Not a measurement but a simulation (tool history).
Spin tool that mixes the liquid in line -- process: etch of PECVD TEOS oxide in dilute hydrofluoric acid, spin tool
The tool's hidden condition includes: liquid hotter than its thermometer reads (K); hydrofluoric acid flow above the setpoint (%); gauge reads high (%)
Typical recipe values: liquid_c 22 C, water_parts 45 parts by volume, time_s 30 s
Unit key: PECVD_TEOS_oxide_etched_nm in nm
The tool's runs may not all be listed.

run,day,liquid_c,water_parts,time_s,wafers since the last listed run,hours since the thermometer was replaced,hours since the hydrofluoric acid flow meter was replaced,hours since the gauge calibration,"read-back film thickness of the PECVD TEOS oxide reference wafer, read on the same gauge (nm)",PECVD_TEOS_oxide_etched_nm
1,0,22,45,20,0,259.4,1158.2,901.5,125.33,4.41
2,2.517,22,45,30,835,319.8,1218.6,961.9,125.02,6.47
3,4.15,22,45,30,541,359,1257.8,1001.1,124.79,6.59
4,5.717,22,45,15,519,396.6,1295.4,1038.7,124.62,3.24
5,7.575,22,45,15,616,441.2,1340,1083.3,124.38,3.24
# day 9.15: thermometer replaced
6,10.404,20.5,45,30,924,30.1,1407.9,1151.2,124.05,6.14
7,13.325,22,45,30,969,100.2,1478,1221.3,123.65,6.38
8,15.971,22,45,30,877,163.7,1541.5,1284.8,123.35,6.49
9,18.333,22,45,30,783,220.4,1598.2,1341.5,123.03,6.43
10,19.979,22,45,30,546,259.9,1637.7,1381,122.83,6.34
# day 21.212: gauge calibrated
11,22.679,22,45,20,895,324.7,1702.5,35.2,130.77,4.51
12,24.667,22,45,30,659,372.4,1750.2,82.9,130.51,6.84
13,26.842,22,30,15,721,424.6,1802.4,135.1,130.25,5.21
# day 27.754: hydrofluoric acid flow meter replaced
14,29.271,22,50,30,792,482.9,36.4,193.4,129.93,6.18
15,31.146,22,45,15,622,527.9,81.4,238.4,129.71,3.4
16,33.183,20.5,45,35,676,576.8,130.3,287.3,129.45,7.32
17,34.912,23.5,30,15,573,618.3,171.8,328.8,129.22,5.52
# day 35.396: thermometer replaced
18,36.579,23.5,30,20,539,28.4,211.8,368.8,129.03,7.34
19,39.421,22,45,40,942,96.6,280,437,128.66,8.97
20,40.704,22,45,30,425,127.4,310.8,467.8,128.51,6.66
21,42.483,22,45,30,590,170.1,353.5,510.5,128.28,6.71
22,45.042,18.5,35,25,848,231.5,414.9,571.9,127.94,6.2
23,46.817,17.5,55,15,588,274.1,457.5,614.5,127.75,2.22
24,49.1,22,45,30,757,328.9,512.3,669.3,127.46,6.56
25,50.667,22,45,50,519,366.5,549.9,706.9,127.26,11.15
26,52.488,25,45,30,604,410.2,593.6,750.6,127,7.49
27,54.708,17.5,35,25,736,463.5,646.9,803.9,126.74,5.89
# day 60.075: thermometer replaced
28,62.525,17,60,30,2579,58.8,834.5,991.5,125.79,3.94
29,65.229,22,45,30,897,123.7,899.4,1056.4,125.44,6.56
30,71.508,22,35,30,2083,274.4,1050.1,1207.1,124.66,8.34
31,73.812,24.5,45,30,764,329.7,1105.4,1262.4,124.36,7.18
32,76.2,19,35,30,792,387,1162.7,1319.7,124.07,7.32
33,78.942,24,30,20,909,452.8,1228.5,1385.5,123.73,7.1

Predict each of these 4 candidate next runs independently; none follows another, all start after run 33:
A,78.958,22,45,30,5,453.2,1228.9,1385.9,?,?
B,78.958,23.5,45,20,5,453.2,1228.9,1385.9,?,?
C,78.958,22,60,30,5,453.2,1228.9,1385.9,?,?
D,78.958,22,65,35,5,453.2,1228.9,1385.9,?,?

run,"read-back film thickness of the PECVD TEOS oxide reference wafer, read on the same gauge (nm)",PECVD_TEOS_oxide_etched_nm
A,123.73,6.36
B,123.73,4.51
C,123.73,4.68
D,123.73,5.01
With the hidden condition removed and each run's random variation left untouched, the same runs would have given:
run,PECVD_TEOS_oxide_etched_nm
A,6.68
B,4.74
C,4.91
D,5.26

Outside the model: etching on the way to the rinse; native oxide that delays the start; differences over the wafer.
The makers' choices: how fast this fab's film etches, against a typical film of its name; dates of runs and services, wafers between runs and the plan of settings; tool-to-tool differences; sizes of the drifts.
